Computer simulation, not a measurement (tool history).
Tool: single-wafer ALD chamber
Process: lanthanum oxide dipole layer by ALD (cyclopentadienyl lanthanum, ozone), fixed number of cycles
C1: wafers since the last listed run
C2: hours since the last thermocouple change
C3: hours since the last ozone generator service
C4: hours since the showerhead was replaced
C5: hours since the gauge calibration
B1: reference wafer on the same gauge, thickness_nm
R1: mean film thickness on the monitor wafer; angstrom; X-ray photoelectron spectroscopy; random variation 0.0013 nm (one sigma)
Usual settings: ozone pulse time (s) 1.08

run 1 hour=0 | ozone_pulse_time_(s)=0.91 | C1=0 C2=290.6 C3=79 C4=4544 C5=1149.2 | B1=0.528 | R1=5.03
run 2 hour=58.4 | ozone_pulse_time_(s)=1.2 | C1=1505 C2=349 C3=137.4 C4=4602.4 C5=1207.6 | B1=0.528 | R1=5.44
run 3 hour=151.5 | ozone_pulse_time_(s)=0.95 | C1=2399 C2=442.1 C3=230.5 C4=4695.5 C5=1300.7 | B1=0.528 | R1=5.04
run 4 hour=205.3 | ozone_pulse_time_(s)=1.41 | C1=1386 C2=495.9 C3=284.3 C4=4749.3 C5=1354.5 | B1=0.528 | R1=5.63
-- hour=301.8 gauge calibrated
run 5 hour=435.5 | ozone_pulse_time_(s)=1.08 | C1=5933 C2=726.1 C3=514.5 C4=4979.5 C5=133.7 | B1=0.528 | R1=5.24
run 6 hour=539.4 | ozone_pulse_time_(s)=1.08 | C1=2678 C2=830 C3=618.4 C4=5083.4 C5=237.6 | B1=0.528 | R1=5.21
run 7 hour=598.9 | ozone_pulse_time_(s)=1.08 | C1=1533 C2=889.5 C3=677.9 C4=5142.9 C5=297.1 | B1=0.528 | R1=5.19
run 8 hour=699.8 | ozone_pulse_time_(s)=1.08 | C1=2600 C2=990.4 C3=778.8 C4=5243.8 C5=398 | B1=0.528 | R1=5.21
-- hour=733.4 showerhead replaced
run 9 hour=876.5 | ozone_pulse_time_(s)=1.08 | C1=4348 C2=1167.1 C3=955.5 C4=143.1 C5=574.7 | B1=0.528 | R1=5.2
-- hour=940.5 thermocouple changed; heater temperature recalibrated
run 10 hour=950.8 | ozone_pulse_time_(s)=1.08 | C1=1708 C2=10.3 C3=1029.8 C4=217.4 C5=649 | B1=0.528 | R1=5.19
run 11 hour=1006.9 | ozone_pulse_time_(s)=1.24 | C1=1446 C2=66.4 C3=1085.9 C4=273.5 C5=705.1 | B1=0.528 | R1=5.41
run 12 hour=1073.3 | ozone_pulse_time_(s)=1.08 | C1=1711 C2=132.8 C3=1152.3 C4=339.9 C5=771.5 | B1=0.528 | R1=5.2
-- hour=1129.3 ozone generator serviced
run 13 hour=1194.4 | ozone_pulse_time_(s)=1.08 | C1=2915 C2=253.9 C3=65.1 C4=461 C5=892.6 | B1=0.529 | R1=5.31
run 14 hour=1240.2 | ozone_pulse_time_(s)=1.08 | C1=1180 C2=299.7 C3=110.9 C4=506.8 C5=938.4 | B1=0.528 | R1=5.29
run 15 hour=1303.1 | ozone_pulse_time_(s)=1.08 | C1=1621 C2=362.6 C3=173.8 C4=569.7 C5=1001.3 | B1=0.528 | R1=5.29
run 16 hour=1393.6 | ozone_pulse_time_(s)=1.34 | C1=2332 C2=453.1 C3=264.3 C4=660.2 C5=1091.8 | B1=0.528 | R1=5.56
run 17 hour=1484.7 | ozone_pulse_time_(s)=0.88 | C1=2348 C2=544.2 C3=355.4 C4=751.3 C5=1182.9 | B1=0.528 | R1=4.86
run 18 hour=1526.5 | ozone_pulse_time_(s)=0.81 | C1=1077 C2=586 C3=397.2 C4=793.1 C5=1224.7 | B1=0.528 | R1=4.7
run 19 hour=1601.1 | ozone_pulse_time_(s)=1.33 | C1=1922 C2=660.6 C3=471.8 C4=867.7 C5=1299.3 | B1=0.528 | R1=5.52
run 20 hour=1640.6 | ozone_pulse_time_(s)=0.66 | C1=1018 C2=700.1 C3=511.3 C4=907.2 C5=1338.8 | B1=0.529 | R1=4.2
run 21 hour=1728.4 | ozone_pulse_time_(s)=0.7 | C1=2263 C2=787.9 C3=599.1 C4=995 C5=1426.6 | B1=0.528 | R1=4.35
-- hour=1793.8 gauge calibrated
run 22 hour=1795.1 | ozone_pulse_time_(s)=1.08 | C1=1719 C2=854.6 C3=665.8 C4=1061.7 C5=1.3 | B1=0.528 | R1=5.2
run 23 hour=1834.8 | ozone_pulse_time_(s)=0.79 | C1=1023 C2=894.3 C3=705.5 C4=1101.4 C5=41 | B1=0.528 | R1=4.57
run 24 hour=1939.6 | ozone_pulse_time_(s)=0.74 | C1=2701 C2=999.1 C3=810.3 C4=1206.2 C5=145.8 | B1=0.528 | R1=4.41
run 25 hour=1986 | ozone_pulse_time_(s)=1.08 | C1=1196 C2=1045.5 C3=856.7 C4=1252.6 C5=192.2 | B1=0.528 | R1=5.19
run 26 hour=2041.4 | ozone_pulse_time_(s)=1.08 | C1=1428 C2=1100.9 C3=912.1 C4=1308 C5=247.6 | B1=0.528 | R1=5.19
run 27 hour=2082.1 | ozone_pulse_time_(s)=1.26 | C1=1049 C2=1141.6 C3=952.8 C4=1348.7 C5=288.3 | B1=0.528 | R1=5.42
-- hour=2119.4 thermocouple changed; heater temperature recalibrated
run 28 hour=2151.9 | ozone_pulse_time_(s)=0.8 | C1=1592 C2=32.5 C3=1022.6 C4=1418.5 C5=358.1 | B1=0.528 | R1=4.58
run 29 hour=2244.2 | ozone_pulse_time_(s)=0.86 | C1=2379 C2=124.8 C3=1114.9 C4=1510.8 C5=450.4 | B1=0.528 | R1=4.72
run 30 hour=2289.5 | ozone_pulse_time_(s)=1.31 | C1=1167 C2=170.1 C3=1160.2 C4=1556.1 C5=495.7 | B1=0.528 | R1=5.45
run 31 hour=2352.4 | ozone_pulse_time_(s)=0.69 | C1=1621 C2=233 C3=1223.1 C4=1619 C5=558.6 | B1=0.528 | R1=4.26
-- hour=2365.9 ozone generator serviced
run 32 hour=2438.8 | ozone_pulse_time_(s)=0.84 | C1=2020 C2=319.4 C3=72.9 C4=1705.4 C5=645 | B1=0.528 | R1=4.86
run 33 hour=2537.7 | ozone_pulse_time_(s)=1.08 | C1=2549 C2=418.3 C3=171.8 C4=1804.3 C5=743.9 | B1=0.528 | R1=5.27
run 34 hour=2628.7 | ozone_pulse_time_(s)=1.08 | C1=2345 C2=509.3 C3=262.8 C4=1895.3 C5=834.9 | B1=0.528 | R1=5.26

Hidden state at the last listed run before each entry between runs and at the first one after, where it differs:
Between runs 4 and 5: gauge calibrated (hour 301.8)
  ozone dose above that of a generator just serviced (%): -4.78 -> -6.86
  measured less the result without the state, R1: -0.06 -> -0.11 angstrom
Between runs 8 and 9: showerhead replaced (hour 733.4)
  ozone dose above that of a generator just serviced (%): -8.25 -> -8.81
  measured less the result without the state, R1: -0.14 -> -0.15 angstrom
Between runs 9 and 10: thermocouple changed; heater temperature recalibrated (hour 940.5)
  ozone dose above that of a generator just serviced (%): -8.81 -> -8.99
  measured less the result without the state, R1: -0.15 -> -0.16 angstrom
Between runs 12 and 13: ozone generator serviced (hour 1129.3)
  ozone dose above that of a generator just serviced (%): -9.23 -> -2.13
  measured less the result without the state, R1: -0.16 -> -0.04 angstrom
Between runs 21 and 22: gauge calibrated (hour 1793.8)
  ozone dose above that of a generator just serviced (%): -7.99 -> -8.35
  measured less the result without the state, R1: -0.18 -> -0.14 angstrom
Between runs 27 and 28: thermocouple changed; heater temperature recalibrated (hour 2119.4)
  ozone dose above that of a generator just serviced (%): -9.4 -> -9.58
  measured less the result without the state, R1: -0.13 -> -0.21 angstrom
Between runs 31 and 32: ozone generator serviced (hour 2365.9)
  ozone dose above that of a generator just serviced (%): -9.94 -> -2.3
  measured less the result without the state, R1: -0.23 -> -0.04 angstrom
